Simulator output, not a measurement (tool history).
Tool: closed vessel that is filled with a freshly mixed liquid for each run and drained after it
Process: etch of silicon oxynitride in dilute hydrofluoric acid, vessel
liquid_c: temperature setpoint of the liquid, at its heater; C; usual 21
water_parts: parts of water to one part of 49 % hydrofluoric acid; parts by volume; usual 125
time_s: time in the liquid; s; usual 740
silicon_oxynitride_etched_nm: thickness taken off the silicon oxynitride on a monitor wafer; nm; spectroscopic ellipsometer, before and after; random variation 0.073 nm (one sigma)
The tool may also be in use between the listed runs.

run	hour	liquid_c	water_parts	time_s	read-back film thickness of the silicon oxynitride reference wafer, read on the same gauge (nm)	silicon_oxynitride_etched_nm
1	0	21	125	740	59.97	11.41
2	50.9	21	125	740	60.01	11.17
3	80.5	21	125	740	60	11.16
4	96.6	21	125	740	60.01	11.26
5	123.5	21	125	740	60	11.18
6	157.4	21	125	740	60	11.04
7	193.3	23.5	125	740	60.01	12.48
# hour 196.6: gauge calibrated
8	210.1	19.5	125	740	60	10.29
9	223.4	19.5	125	740	60.01	10.38
10	253	17	125	315	59.99	3.89
11	275.1	21	125	740	59.98	11.01
# hour 293.2: thermometer replaced
# hour 293.9: hydrofluoric acid flow meter replaced
12	302	21	100	740	60	15.57
13	326.3	17	175	950	59.99	8.96
14	359.5	17.5	160	895	60.02	9.72
15	382.5	19.5	75	1025	60	27.32
16	409.1	21	125	740	60.02	12.24
17	428.2	19.5	75	1025	60	27.07

Forecast run 18:
18	451.8	21	125	740	?	?

Run 18 gave read-back film thickness of the silicon oxynitride reference wafer, read on the same gauge (nm) 60.02, silicon_oxynitride_etched_nm 12.1 nm.
Without the tool's hidden state the same run would have given silicon_oxynitride_etched_nm 12.43 nm.
